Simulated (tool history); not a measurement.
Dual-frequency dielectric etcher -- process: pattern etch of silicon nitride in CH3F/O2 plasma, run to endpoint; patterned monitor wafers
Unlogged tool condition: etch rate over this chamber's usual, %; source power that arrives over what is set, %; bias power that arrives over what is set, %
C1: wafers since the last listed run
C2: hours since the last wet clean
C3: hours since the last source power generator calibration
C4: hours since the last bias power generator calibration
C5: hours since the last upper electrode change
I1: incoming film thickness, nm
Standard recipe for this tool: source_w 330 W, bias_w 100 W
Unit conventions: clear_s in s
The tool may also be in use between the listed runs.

run 1 day=0 | source_w=310 bias_w=119 | C1=0 C2=257 C3=821.6 C4=2586 C5=2511.8 | I1=56.9 | clear_s=57.3
run 2 day=1.775 | source_w=330 bias_w=100 | C1=385 C2=299.6 C3=864.2 C4=2628.6 C5=2554.4 | I1=56.5 | clear_s=59.3
run 3 day=4.621 | source_w=330 bias_w=90 | C1=618 C2=367.9 C3=932.5 C4=2696.9 C5=2622.7 | I1=57.1 | clear_s=61.2
run 4 day=6.742 | source_w=330 bias_w=90 | C1=460 C2=418.8 C3=983.4 C4=2747.8 C5=2673.6 | I1=56.8 | clear_s=61.3
run 5 day=10.45 | source_w=330 bias_w=90 | C1=805 C2=507.8 C3=1072.4 C4=2836.8 C5=2762.6 | I1=56.7 | clear_s=61.5
run 6 day=14.317 | source_w=330 bias_w=108 | C1=840 C2=600.6 C3=1165.2 C4=2929.6 C5=2855.4 | I1=57.4 | clear_s=60.2
run 7 day=17.312 | source_w=330 bias_w=108 | C1=650 C2=672.5 C3=1237.1 C4=3001.5 C5=2927.3 | I1=56.8 | clear_s=59.6
-- day=19.717 wet clean of the chamber
run 8 day=19.896 | source_w=330 bias_w=86 | C1=344 C2=4.3 C3=1299.1 C4=3063.5 C5=2989.3 | I1=56.6 | clear_s=60.2
run 9 day=24.388 | source_w=300 bias_w=100 | C1=975 C2=112.1 C3=1406.9 C4=3171.3 C5=3097.1 | I1=57.4 | clear_s=60.9
-- day=27.033 upper electrode replaced
run 10 day=27.054 | source_w=330 bias_w=118 | C1=362 C2=176.1 C3=1470.9 C4=3235.3 C5=0.5 | I1=56.6 | clear_s=56.3
run 11 day=32.154 | source_w=330 bias_w=118 | C1=1108 C2=298.5 C3=1593.3 C4=3357.7 C5=122.9 | I1=56.3 | clear_s=57.4
run 12 day=34.767 | source_w=300 bias_w=93 | C1=567 C2=361.2 C3=1656 C4=3420.4 C5=185.6 | I1=56.4 | clear_s=62.1
run 13 day=36.638 | source_w=280 bias_w=100 | C1=406 C2=406.1 C3=1700.9 C4=3465.3 C5=230.5 | I1=56.8 | clear_s=62.3
run 14 day=38.958 | source_w=250 bias_w=117 | C1=504 C2=461.8 C3=1756.6 C4=3521 C5=286.2 | I1=56.9 | clear_s=61.9
run 15 day=40.592 | source_w=330 bias_w=100 | C1=354 C2=501 C3=1795.8 C4=3560.2 C5=325.4 | I1=56.5 | clear_s=60.3
run 16 day=42.7 | source_w=330 bias_w=115 | C1=458 C2=551.6 C3=1846.4 C4=3610.8 C5=376 | I1=56.3 | clear_s=58.6
run 17 day=45.892 | source_w=380 bias_w=83 | C1=693 C2=628.2 C3=1923 C4=3687.4 C5=452.6 | I1=56.4 | clear_s=61.5
run 18 day=49.692 | source_w=330 bias_w=90 | C1=825 C2=719.4 C3=2014.2 C4=3778.6 C5=543.8 | I1=56.3 | clear_s=62.7
-- day=50.221 source power generator calibrated
run 19 day=51.396 | source_w=360 bias_w=120 | C1=334 C2=760.3 C3=28.2 C4=3819.5 C5=584.7 | I1=56.9 | clear_s=57.8
-- day=55.821 wet clean of the chamber
run 20 day=55.842 | source_w=380 bias_w=89 | C1=748 C2=0.5 C3=134.9 C4=3926.2 C5=691.4 | I1=56.3 | clear_s=56.7
run 21 day=59.538 | source_w=370 bias_w=107 | C1=802 C2=89.2 C3=223.6 C4=4014.9 C5=780.1 | I1=56.6 | clear_s=55.6
run 22 day=61.65 | source_w=270 bias_w=80 | C1=458 C2=139.9 C3=274.3 C4=4065.6 C5=830.8 | I1=56.7 | clear_s=64
run 23 day=63.175 | source_w=330 bias_w=100 | C1=331 C2=176.5 C3=310.9 C4=4102.2 C5=867.4 | I1=56.3 | clear_s=57.8
run 24 day=67.488 | source_w=330 bias_w=88 | C1=936 C2=280 C3=414.4 C4=4205.7 C5=970.9 | I1=57.2 | clear_s=60.5
run 25 day=71.088 | source_w=330 bias_w=125 | C1=782 C2=366.4 C3=500.8 C4=4292.1 C5=1057.3 | I1=56.9 | clear_s=56.1
run 26 day=73.688 | source_w=360 bias_w=82 | C1=564 C2=428.8 C3=563.2 C4=4354.5 C5=1119.7 | I1=57.4 | clear_s=61.7
run 27 day=77.904 | source_w=330 bias_w=100 | C1=916 C2=530 C3=664.4 C4=4455.7 C5=1220.9 | I1=56.5 | clear_s=59.7
-- day=78.129 bias power generator calibrated
run 28 day=82.242 | source_w=330 bias_w=123 | C1=906 C2=634.1 C3=768.5 C4=98.7 C5=1325 | I1=56.9 | clear_s=57.9
run 29 day=84.142 | source_w=330 bias_w=100 | C1=412 C2=679.7 C3=814.1 C4=144.3 C5=1370.6 | I1=56.3 | clear_s=59.8
-- day=89.117 wet clean of the chamber
run 30 day=95.3 | source_w=290 bias_w=116 | C1=2207 C2=148.4 C3=1081.9 C4=412.1 C5=1638.4 | I1=56.7 | clear_s=58.4
run 31 day=97.421 | source_w=330 bias_w=100 | C1=460 C2=199.3 C3=1132.8 C4=463 C5=1689.3 | I1=55.8 | clear_s=57.7
run 32 day=101.321 | source_w=330 bias_w=121 | C1=847 C2=292.9 C3=1226.4 C4=556.6 C5=1782.9 | I1=56.9 | clear_s=56.8
run 33 day=104.017 | source_w=350 bias_w=77 | C1=585 C2=357.6 C3=1291.1 C4=621.3 C5=1847.6 | I1=56.4 | clear_s=62.3

What will run 34 give?
run 34 day=108.458 | source_w=380 bias_w=107 | C1=965 C2=464.2 C3=1397.7 C4=727.9 C5=1954.2 | I1=57.1 | clear_s=?

For run 34 the tool returned clear_s 57.8 s.
Take away the tool's hidden state, keep the run-to-run variation as it was, and the same run would have given clear_s 55.7 s.
